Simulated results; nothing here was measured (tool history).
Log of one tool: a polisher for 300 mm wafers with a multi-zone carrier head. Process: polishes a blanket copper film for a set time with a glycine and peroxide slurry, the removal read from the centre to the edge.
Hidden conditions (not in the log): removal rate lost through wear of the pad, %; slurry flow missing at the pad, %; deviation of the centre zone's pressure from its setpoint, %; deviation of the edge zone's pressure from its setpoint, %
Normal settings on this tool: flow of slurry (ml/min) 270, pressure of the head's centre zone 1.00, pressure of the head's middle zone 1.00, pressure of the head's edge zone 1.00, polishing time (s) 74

| run | hour | flow of slurry (ml/min) | pressure of the head's centre zone | pressure of the head's middle zone | pressure of the head's edge zone | polishing time (s) | wafers since the last listed run | wafers polished on this pad | hours since the slurry nozzle was cleaned | hours since the centre zone pressure was calibrated | hours since the edge zone pressure was calibrated | hours since the carrier head's membrane was replaced | incoming thickness of the incoming film, nm | film removed at the wafer's centre (nm) | film removed at mid-radius (nm) | film removed at the wafer's edge (nm) |
|---|---|---|---|---|---|---|---|---|---|---|---|---|---|---|---|---|
| 1 | 0.0 | 270 | 1.00 | 1.00 | 1.00 | 74 | 0 | 393 | 65.1 | 865.8 | 44.1 | 1278.3 | 943.7 | 366.5 | 358.1 | 366.7 |
| 2 | 59.7 | 270 | 1.00 | 1.00 | 1.00 | 74 | 643 | 1036 | 124.8 | 925.5 | 103.8 | 1338.0 | 936.5 | 345.4 | 344.5 | 350.8 |
| 3 | 116.4 | 270 | 1.00 | 1.00 | 1.00 | 74 | 611 | 1647 | 181.5 | 982.2 | 160.5 | 1394.7 | 926.4 | 335.6 | 331.3 | 332.4 |
|  | 126.4 | worn pad replaced by a new one |
| 4 | 181.4 | 270 | 1.00 | 1.00 | 1.00 | 74 | 657 | 592 | 246.5 | 1047.2 | 225.5 | 1459.7 | 937.6 | 357.7 | 356.6 | 362.6 |
| 5 | 257.2 | 270 | 1.00 | 1.00 | 1.00 | 74 | 816 | 1409 | 322.3 | 1123.0 | 301.3 | 1535.5 | 943.9 | 344.6 | 332.3 | 341.6 |
|  | 263.5 | carrier head's membrane replaced by a new one |
|  | 268.4 | worn pad replaced by a new one |
| 6 | 309.8 | 270 | 1.00 | 1.00 | 1.00 | 74 | 469 | 446 | 374.9 | 1175.6 | 353.9 | 46.3 | 923.8 | 360.0 | 350.0 | 365.1 |
|  | 333.2 | edge zone pressure recalibrated |
| 7 | 374.0 | 270 | 1.00 | 1.00 | 1.00 | 74 | 670 | 1117 | 439.1 | 1239.8 | 40.8 | 110.5 | 933.5 | 347.7 | 343.4 | 352.2 |
| 8 | 434.6 | 270 | 1.11 | 0.92 | 1.00 | 74 | 653 | 1770 | 499.7 | 1300.4 | 101.4 | 171.1 | 921.8 | 364.7 | 307.5 | 329.4 |
|  | 443.4 | worn pad replaced by a new one |
|  | 484.5 | centre zone pressure recalibrated |
| 9 | 490.2 | 270 | 0.92 | 1.00 | 1.06 | 74 | 534 | 483 | 555.3 | 5.7 | 157.0 | 226.7 | 920.7 | 326.8 | 357.0 | 372.2 |
|  | 524.2 | slurry nozzle cleaned |
| 10 | 550.1 | 270 | 1.00 | 1.00 | 1.06 | 99 | 634 | 1117 | 25.9 | 65.6 | 216.9 | 286.6 | 922.7 | 459.0 | 451.8 | 480.9 |
| 11 | 608.1 | 270 | 1.00 | 1.00 | 1.04 | 90 | 625 | 1743 | 83.9 | 123.6 | 274.9 | 344.6 | 941.6 | 391.1 | 388.3 | 399.2 |
|  | 612.4 | worn pad replaced by a new one |
| 12 | 659.5 | 270 | 1.00 | 1.00 | 1.00 | 74 | 510 | 507 | 135.3 | 175.0 | 326.3 | 396.0 | 932.3 | 361.0 | 355.6 | 362.7 |
|  | 690.4 | edge zone pressure recalibrated |
| 13 | 729.6 | 270 | 1.00 | 0.88 | 1.00 | 74 | 734 | 1241 | 205.4 | 245.1 | 39.2 | 466.1 | 918.9 | 342.9 | 319.0 | 341.8 |
|  | 759.7 | worn pad replaced by a new one |
| 14 | 761.1 | 270 | 1.00 | 1.07 | 1.00 | 74 | 296 | 15 | 236.9 | 276.6 | 70.7 | 497.6 | 909.9 | 353.8 | 358.0 | 355.8 |
| 15 | 828.1 | 270 | 1.00 | 1.00 | 1.00 | 74 | 722 | 737 | 303.9 | 343.6 | 137.7 | 564.6 | 916.8 | 351.4 | 341.1 | 353.6 |

Each row is a separate what-if for the run after 15, all from the same tool condition, not one after another. Results?
| A | 828.6 | 270 | 1.00 | 1.00 | 1.00 | 74 | 5 | 742 | 304.4 | 344.1 | 138.2 | 565.1 | 928.2 | ? | ? | ? |
| B | 828.6 | 305 | 1.00 | 0.93 | 1.11 | 57 | 5 | 742 | 304.4 | 344.1 | 138.2 | 565.1 | 928.2 | ? | ? | ? |
| C | 828.6 | 270 | 1.10 | 1.00 | 1.00 | 74 | 5 | 742 | 304.4 | 344.1 | 138.2 | 565.1 | 928.2 | ? | ? | ? |
| D | 828.6 | 270 | 0.90 | 0.95 | 1.00 | 53 | 5 | 742 | 304.4 | 344.1 | 138.2 | 565.1 | 928.2 | ? | ? | ? |

| run | film removed at the wafer's centre (nm) | film removed at mid-radius (nm) | film removed at the wafer's edge (nm) |
|---|---|---|---|
| A | 346.9 | 348.3 | 350.9 |
| B | 270.0 | 259.4 | 287.0 |
| C | 381.8 | 348.1 | 350.9 |
| D | 223.3 | 242.0 | 251.4 |
Without the tool's hidden state the same runs would have given:
| run | film removed at the wafer's centre (nm) | film removed at mid-radius (nm) | film removed at the wafer's edge (nm) |
|---|---|---|---|
| A | 362.8 | 364.3 | 367.0 |
| B | 282.5 | 271.3 | 300.2 |
| C | 399.4 | 364.1 | 367.0 |
| D | 233.6 | 253.1 | 263.0 |

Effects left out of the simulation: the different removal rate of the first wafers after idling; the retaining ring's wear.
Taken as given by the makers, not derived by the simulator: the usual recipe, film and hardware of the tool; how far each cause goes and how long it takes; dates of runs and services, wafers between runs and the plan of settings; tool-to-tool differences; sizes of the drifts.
